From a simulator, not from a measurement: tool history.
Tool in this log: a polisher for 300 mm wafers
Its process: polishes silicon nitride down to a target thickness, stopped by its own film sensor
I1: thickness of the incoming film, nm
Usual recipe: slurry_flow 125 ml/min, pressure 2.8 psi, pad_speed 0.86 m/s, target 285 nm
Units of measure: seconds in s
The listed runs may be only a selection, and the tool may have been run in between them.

Run 1, hour 0: usual settings; I1 440.8. Result: seconds 118 s.
At hour 25.4: worn pad replaced by a new one.
Run 2, hour 25.9: usual settings; I1 435.9. Result: seconds 120.1 s.
At hour 34.6: slurry nozzle cleaned.
Run 3, hour 42: usual settings but slurry_flow 105 ml/min; I1 431.4. Result: seconds 102.2 s.
Run 4, hour 76.4: usual settings; I1 442.4. Result: seconds 109 s.
Run 5, hour 101.8: usual settings; I1 444.5. Result: seconds 113.7 s.
Run 6, hour 131: usual settings; I1 436.2. Result: seconds 107.8 s.
Run 7, hour 162.1: usual settings; I1 440.1. Result: seconds 108.7 s.
At hour 194.9: worn pad replaced by a new one.
Run 8, hour 195.4: usual settings; I1 442.4. Result: seconds 111.8 s.
Run 9, hour 222.1: usual settings; I1 436.7. Result: seconds 111 s.
Run 10, hour 246.6: usual settings; I1 442.7. Result: seconds 121.1 s.
At hour 253.9: slurry nozzle cleaned.
Run 11, hour 259.9: usual settings; I1 438.7. Result: seconds 104.9 s.
Run 12, hour 282.4: usual settings; I1 438.6. Result: seconds 108.9 s.
Run 13, hour 317.7: usual settings; I1 439.6. Result: seconds 105.3 s.
Run 14, hour 352.1: usual settings; I1 438.2. Result: seconds 104.2 s.
At hour 377.1: worn pad replaced by a new one.
Run 15, hour 377.6: usual settings but pressure 3.5 psi; I1 443.6. Result: seconds 93.5 s.
Run 16, hour 401.5: usual settings but target 328 nm; I1 442.2. Result: seconds 80.1 s.
Run 17, hour 425: usual settings but slurry_flow 95 ml/min; I1 444.9. Result: seconds 121 s.
Run 18, hour 448.6: usual settings; I1 435.2. Result: seconds 110.4 s.
Run 19, hour 462.1: usual settings but pressure 2.4 psi, target 330 nm; I1 443.4. Result: seconds 95.7 s.
Run 20, hour 484.3: usual settings but pressure 3.6 psi, pad_speed 0.72 m/s; I1 444.8. Result: seconds 110.6 s.
Run 21, hour 500.1: usual settings but pad_speed 1.08 m/s; I1 446.8. Result: seconds 110.6 s.
Run 22, hour 512.2: usual settings; I1 438.5. Result: seconds 125.4 s.
At hour 526.1: slurry nozzle cleaned.
Run 23, hour 538.5: usual settings but slurry_flow 95 ml/min, pressure 2.4 psi, target 313 nm; I1 441.4. Result: seconds 99.8 s.
At hour 571.9: worn pad replaced by a new one.
Run 24, hour 572.4: usual settings but slurry_flow 155 ml/min, pad_speed 0.6 m/s; I1 435.9. Result: seconds 120 s.
Run 25, hour 593.3: usual settings but pad_speed 1.06 m/s, target 336 nm; I1 444.5. Result: seconds 64.8 s.
Run 26, hour 617.9: usual settings but target 244 nm; I1 447.3. Result: seconds 144.4 s.
Run 27, hour 634.9: usual settings but pressure 3.4 psi, pad_speed 0.66 m/s; I1 437.1. Result: seconds 101.7 s.
Run 28, hour 664.9: usual settings but pressure 3.6 psi, pad_speed 0.72 m/s; I1 446.9. Result: seconds 103.1 s.
At hour 671.3: head pressure recalibrated.
Run 29, hour 690.5: usual settings but pressure 2.3 psi, pad_speed 0.74 m/s; I1 439.8. Result: seconds 137.6 s.
Run 30, hour 722.1: usual settings; I1 445.1. Result: seconds 117.1 s.
Run 31, hour 740.5: usual settings; I1 439.2. Result: seconds 111.9 s.
At hour 745.4: slurry nozzle cleaned.
At hour 767.5: worn pad replaced by a new one.
Run 32, hour 768: usual settings; I1 442.4. Result: seconds 107.7 s.
Run 33, hour 795.9: usual settings but pad_speed 1.1 m/s; I1 435.8. Result: seconds 84.2 s.
Run 34, hour 814.4: usual settings but slurry_flow 100 ml/min; I1 441.2. Result: seconds 112 s.
Run 35, hour 831.9: usual settings; I1 447.7. Result: seconds 113.9 s.
Run 36, hour 853.5: usual settings but pressure 2.4 psi, pad_speed 0.98 m/s, target 324 nm; I1 431.4. Result: seconds 74.4 s.
Run 37, hour 884.3: usual settings; I1 440.3. Result: seconds 105.7 s.

Below are 4 alternative next runs, each starting from the tool's condition after run 37. Predict each:
Run A, hour 884.8: usual settings; I1 437. Result: seconds ?.
Run B, hour 884.8: usual settings but slurry_flow 105 ml/min, pressure 1.9 psi, target 254 nm; I1 437. Result: seconds ?.
Run C, hour 884.8: usual settings but slurry_flow 150 ml/min, pressure 2.4 psi, pad_speed 1 m/s, target 261 nm; I1 437. Result: seconds ?.
Run D, hour 884.8: usual settings but pressure 3.8 psi, target 308 nm; I1 437. Result: seconds ?.

run  seconds
  A    106.3
  B    174.8
  C    120.8
  D     71.5
With the hidden condition removed and each run's random variation left untouched, the same runs would have given:
run  seconds
  A    102.4
  B    167.3
  C    116.9
  D     68.9
